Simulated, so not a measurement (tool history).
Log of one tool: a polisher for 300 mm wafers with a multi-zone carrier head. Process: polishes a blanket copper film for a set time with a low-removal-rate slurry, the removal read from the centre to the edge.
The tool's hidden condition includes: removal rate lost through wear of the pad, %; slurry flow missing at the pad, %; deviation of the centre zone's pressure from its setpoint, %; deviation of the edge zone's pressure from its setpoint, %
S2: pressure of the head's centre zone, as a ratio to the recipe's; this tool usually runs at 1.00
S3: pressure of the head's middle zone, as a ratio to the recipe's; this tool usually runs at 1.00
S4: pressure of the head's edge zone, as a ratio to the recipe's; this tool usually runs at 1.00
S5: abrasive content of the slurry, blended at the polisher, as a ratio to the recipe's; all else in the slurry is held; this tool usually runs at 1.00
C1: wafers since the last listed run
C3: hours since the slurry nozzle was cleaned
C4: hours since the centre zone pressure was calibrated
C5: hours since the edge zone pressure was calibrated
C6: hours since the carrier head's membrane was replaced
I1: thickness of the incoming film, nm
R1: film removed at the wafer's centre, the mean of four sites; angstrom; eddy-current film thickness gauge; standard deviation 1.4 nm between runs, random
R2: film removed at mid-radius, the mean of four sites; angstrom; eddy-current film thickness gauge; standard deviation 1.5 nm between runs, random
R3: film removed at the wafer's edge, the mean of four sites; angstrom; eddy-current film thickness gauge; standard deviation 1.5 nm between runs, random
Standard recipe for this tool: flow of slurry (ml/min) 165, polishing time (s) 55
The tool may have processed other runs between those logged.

Run 1, hour 0.0: usual settings; C1 0; wafers polished on this pad 841; C3 168.3; C4 61.1; C5 823.5; C6 554.7; I1 1239.2. Result: R1 1188 angstrom, R2 1213 angstrom, R3 1211 angstrom.
Run 2, hour 13.9: usual settings but S3 1.07; C1 166; wafers polished on this pad 1007; C3 182.2; C4 75.0; C5 837.4; C6 568.6; I1 1240.3. Result: R1 1182 angstrom, R2 1239 angstrom, R3 1193 angstrom.
Run 3, hour 26.9: usual settings; C1 155; wafers polished on this pad 1163; C3 195.2; C4 88.0; C5 850.4; C6 581.6; I1 1253.8. Result: R1 1185 angstrom, R2 1171 angstrom, R3 1208 angstrom.
Run 4, hour 41.9: usual settings but flow of slurry (ml/min) 205, S5 0.70, polishing time (s) 41; C1 179; wafers polished on this pad 1342; C3 210.2; C4 103.0; C5 865.4; C6 596.6; I1 1262.0. Result: R1 860 angstrom, R2 848 angstrom, R3 868 angstrom.
Run 5, hour 57.1: usual settings but S5 1.10; C1 181; wafers polished on this pad 1524; C3 225.4; C4 118.2; C5 880.6; C6 611.8; I1 1254.1. Result: R1 1232 angstrom, R2 1226 angstrom, R3 1271 angstrom.
Run 6, hour 64.8: usual settings; C1 92; wafers polished on this pad 1616; C3 233.1; C4 125.9; C5 888.3; C6 619.5; I1 1267.1. Result: R1 1199 angstrom, R2 1174 angstrom, R3 1205 angstrom.
At hour 70.4: edge zone pressure recalibrated.
At hour 73.3: worn pad replaced by a new one.
Run 7, hour 77.9: usual settings but S2 0.96, S3 0.88, S5 1.30, polishing time (s) 72; C1 98; wafers polished on this pad 55; C3 246.2; C4 139.0; C5 7.5; C6 632.6; I1 1242.4. Result: R1 1553 angstrom, R2 1518 angstrom, R3 1668 angstrom.
At hour 92.0: carrier head's membrane replaced by a new one.
Run 8, hour 94.9: usual settings but flow of slurry (ml/min) 135; C1 143; wafers polished on this pad 199; C3 263.2; C4 156.0; C5 24.5; C6 2.9; I1 1273.9. Result: R1 1120 angstrom, R2 1124 angstrom, R3 1184 angstrom.
Run 9, hour 102.5: usual settings but S2 0.90; C1 90; wafers polished on this pad 289; C3 270.8; C4 163.6; C5 32.1; C6 10.5; I1 1237.0. Result: R1 1065 angstrom, R2 1182 angstrom, R3 1204 angstrom.
Run 10, hour 111.6: usual settings but S4 0.89, polishing time (s) 43; C1 108; wafers polished on this pad 398; C3 279.9; C4 172.7; C5 41.2; C6 19.6; I1 1245.4. Result: R1 911 angstrom, R2 913 angstrom, R3 904 angstrom.
Run 11, hour 122.9: usual settings but flow of slurry (ml/min) 150, S4 1.04, S5 0.75, polishing time (s) 61; C1 135; wafers polished on this pad 533; C3 291.2; C4 184.0; C5 52.5; C6 30.9; I1 1262.2. Result: R1 1222 angstrom, R2 1197 angstrom, R3 1272 angstrom.
Run 12, hour 134.9: usual settings but S4 0.89, polishing time (s) 43; C1 143; wafers polished on this pad 677; C3 303.2; C4 196.0; C5 64.5; C6 42.9; I1 1258.7. Result: R1 921 angstrom, R2 913 angstrom, R3 905 angstrom.
Run 13, hour 142.3: usual settings but S4 1.05, polishing time (s) 37; C1 88; wafers polished on this pad 765; C3 310.6; C4 203.4; C5 71.9; C6 50.3; I1 1227.6. Result: R1 795 angstrom, R2 808 angstrom, R3 818 angstrom.
At hour 171.7: slurry nozzle cleaned.
Run 14, hour 190.1: usual settings but flow of slurry (ml/min) 225, S4 1.11, polishing time (s) 48; C1 559; wafers polished on this pad 1325; C3 18.4; C4 251.2; C5 119.7; C6 98.1; I1 1247.2. Result: R1 1108 angstrom, R2 1068 angstrom, R3 1146 angstrom.
Run 15, hour 198.8: usual settings but flow of slurry (ml/min) 195, S4 1.04, S5 0.90; C1 104; wafers polished on this pad 1429; C3 27.1; C4 259.9; C5 128.4; C6 106.8; I1 1241.3. Result: R1 1182 angstrom, R2 1175 angstrom, R3 1226 angstrom.
Run 16, hour 205.9: usual settings but S4 0.94, polishing time (s) 44; C1 84; wafers polished on this pad 1514; C3 34.2; C4 267.0; C5 135.5; C6 113.9; I1 1268.7. Result: R1 958 angstrom, R2 945 angstrom, R3 936 angstrom.
Run 17, hour 213.2: usual settings but S3 0.97; C1 87; wafers polished on this pad 1601; C3 41.5; C4 274.3; C5 142.8; C6 121.2; I1 1251.2. Result: R1 1182 angstrom, R2 1168 angstrom, R3 1206 angstrom.
At hour 218.3: worn pad replaced by a new one.
Run 18, hour 219.2: usual settings but S4 0.96; C1 23; wafers polished on this pad 10; C3 47.5; C4 280.3; C5 148.8; C6 127.2; I1 1242.0. Result: R1 1202 angstrom, R2 1151 angstrom, R3 1188 angstrom.
Run 19, hour 226.8: usual settings but S5 1.20; C1 90; wafers polished on this pad 101; C3 55.1; C4 287.9; C5 156.4; C6 134.8; I1 1230.3. Result: R1 1231 angstrom, R2 1240 angstrom, R3 1237 angstrom.
Run 20, hour 234.1: usual settings; C1 87; wafers polished on this pad 188; C3 62.4; C4 295.2; C5 163.7; C6 142.1; I1 1252.2. Result: R1 1175 angstrom, R2 1192 angstrom, R3 1182 angstrom.
Run 21, hour 245.5: usual settings but S2 0.94, polishing time (s) 74; C1 136; wafers polished on this pad 325; C3 73.8; C4 306.6; C5 175.1; C6 153.5; I1 1242.9. Result: R1 1502 angstrom, R2 1599 angstrom, R3 1603 angstrom.
Run 22, hour 257.8: usual settings; C1 147; wafers polished on this pad 472; C3 86.1; C4 318.9; C5 187.4; C6 165.8; I1 1240.2. Result: R1 1185 angstrom, R2 1163 angstrom, R3 1213 angstrom.

Each row is a separate what-if for the run after 22, all from the same tool condition, not one after another. Results?
Run A, hour 258.2: usual settings but polishing time (s) 42; C1 4; wafers polished on this pad 476; C3 86.5; C4 319.3; C5 187.8; C6 166.2; I1 1278.3. Result: R1 ?, R2 ?, R3 ?.
Run B, hour 258.2: usual settings but S2 0.93, S5 1.10; C1 4; wafers polished on this pad 476; C3 86.5; C4 319.3; C5 187.8; C6 166.2; I1 1278.3. Result: R1 ?, R2 ?, R3 ?.
Run C, hour 258.2: usual settings but flow of slurry (ml/min) 115, S2 0.89; C1 4; wafers polished on this pad 476; C3 86.5; C4 319.3; C5 187.8; C6 166.2; I1 1278.3. Result: R1 ?, R2 ?, R3 ?.
Run D, hour 258.2: usual settings but S4 0.90; C1 4; wafers polished on this pad 476; C3 86.5; C4 319.3; C5 187.8; C6 166.2; I1 1278.3. Result: R1 ?, R2 ?, R3 ?.

run    R1    R2    R3
  A   904   895   905
  B  1122  1196  1209
  C   965  1086  1123
  D  1184  1172  1133
Stripped of hidden state, with their random variation kept, the same runs would have yielded:
run    R1    R2    R3
  A   904   895   905
  B  1122  1196  1209
  C   965  1086  1123
  D  1184  1172  1133
